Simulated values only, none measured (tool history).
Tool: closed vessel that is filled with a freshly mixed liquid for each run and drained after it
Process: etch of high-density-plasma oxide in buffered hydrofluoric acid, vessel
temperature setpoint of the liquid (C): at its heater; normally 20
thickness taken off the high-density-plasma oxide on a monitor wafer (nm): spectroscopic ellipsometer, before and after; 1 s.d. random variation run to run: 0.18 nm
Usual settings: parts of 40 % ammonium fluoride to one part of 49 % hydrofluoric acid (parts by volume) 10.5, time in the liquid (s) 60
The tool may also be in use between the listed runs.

| run | day | temperature setpoint of the liquid (C) | parts of 40 % ammonium fluoride to one part of 49 % hydrofluoric acid (parts by volume) | time in the liquid (s) | wafers since the last listed run | hours since the thermometer was replaced | hours since the hydrofluoric acid flow meter was replaced | hours since the gauge calibration | read-back film thickness of the high-density-plasma oxide reference wafer, read on the same gauge (nm) | thickness taken off the high-density-plasma oxide on a monitor wafer (nm) |
|---|---|---|---|---|---|---|---|---|---|---|
| 1 | 0 | 20 | 12.5 | 60 | 0 | 1463.6 | 1970.7 | 128.6 | 109.97 | 52.37 |
| 2 | 0.267 | 20 | 12.5 | 60 | 710 | 1470 | 1977.1 | 135 | 110.02 | 52.74 |
| 3 | 0.946 | 20 | 12.5 | 60 | 1810 | 1486.3 | 1993.4 | 151.3 | 109.97 | 52.52 |
| 4 | 1.529 | 20 | 10.5 | 60 | 1555 | 1500.3 | 2007.4 | 165.3 | 110.01 | 60.88 |
| 5 | 2.117 | 20 | 10.5 | 60 | 1566 | 1514.4 | 2021.5 | 179.4 | 109.96 | 61.02 |
| 6 | 2.788 | 20 | 10.5 | 80 | 1788 | 1530.5 | 2037.6 | 195.5 | 110.03 | 81.07 |
| 7 | 3.338 | 20 | 10.5 | 80 | 1466 | 1543.7 | 2050.8 | 208.7 | 110.03 | 80.47 |
| 8 | 3.621 | 22.5 | 10.5 | 60 | 755 | 1550.5 | 2057.6 | 215.5 | 110.02 | 69.66 |
| 9 | 4.142 | 22.5 | 10.5 | 60 | 1388 | 1563 | 2070.1 | 228 | 110.01 | 69.61 |
| 10 | 4.833 | 22.5 | 10.5 | 60 | 1843 | 1579.6 | 2086.7 | 244.6 | 110.02 | 69.53 |
| 11 | 5.492 | 20 | 10.5 | 60 | 1754 | 1595.4 | 2102.5 | 260.4 | 110.03 | 60.32 |
|  | 5.575 | thermometer replaced |
| 12 | 6.092 | 20 | 10.5 | 60 | 1488 | 12.4 | 2116.9 | 274.8 | 109.96 | 67.8 |
| 13 | 6.517 | 23 | 10.5 | 60 | 1132 | 22.6 | 2127.1 | 285 | 110 | 79.76 |
| 14 | 7.154 | 17 | 10.5 | 75 | 1699 | 37.9 | 2142.4 | 300.3 | 109.97 | 71.13 |
|  | 7.538 | gauge calibrated |
|  | 7.554 | hydrofluoric acid flow meter replaced |
| 15 | 7.779 | 22.5 | 10.5 | 60 | 1555 | 52.9 | 5.4 | 5.8 | 110.02 | 70.49 |
| 16 | 8.388 | 17 | 8 | 35 | 1621 | 67.5 | 20 | 20.4 | 109.98 | 38.76 |
| 17 | 8.771 | 21.5 | 13.5 | 90 | 1021 | 76.7 | 29.2 | 29.6 | 110.03 | 78.9 |
| 18 | 9.158 | 20 | 10.5 | 60 | 1032 | 86 | 38.5 | 38.9 | 109.97 | 61.59 |
| 19 | 10.438 | 20 | 7.5 | 80 | 3409 | 116.7 | 69.2 | 69.6 | 110.03 | 111.72 |
| 20 | 10.754 | 17.5 | 9.5 | 85 | 844 | 124.3 | 76.8 | 77.2 | 109.98 | 81.38 |
| 21 | 11.146 | 17 | 12 | 75 | 1044 | 133.7 | 86.2 | 86.6 | 110.03 | 56.64 |
| 22 | 11.742 | 17 | 10.5 | 60 | 1588 | 148 | 100.5 | 100.9 | 110.03 | 51.84 |
| 23 | 12.038 | 20 | 7.5 | 35 | 788 | 155.1 | 107.6 | 108 | 109.99 | 49.19 |
| 24 | 12.375 | 24 | 10.5 | 35 | 899 | 163.2 | 115.7 | 116.1 | 110.05 | 44.64 |
| 25 | 13.038 | 20 | 13.5 | 75 | 1766 | 179.1 | 131.6 | 132 | 110.04 | 60.03 |

Hidden state at the last listed run before each entry between runs and at the first one after, where it differs:
Run 11 -> run 12: thermometer replaced (day 5.575)
  liquid colder than its thermometer reads (K): 2.35 -> 0.35; hydrofluoric acid flow above the setpoint (%): 13.8 -> 13.9
  measured less the result without the state, thickness taken off the high-density-plasma oxide on a monitor wafer (nm): -2.1 -> +5.16
Run 14 -> run 15: gauge calibrated (day 7.538); hydrofluoric acid flow meter replaced (day 7.554)
  liquid colder than its thermometer reads (K): 0.387 -> 0.409; hydrofluoric acid flow above the setpoint (%): 14.1 -> 0.912
  measured less the result without the state, thickness taken off the high-density-plasma oxide on a monitor wafer (nm): +5.3 -> -0.97
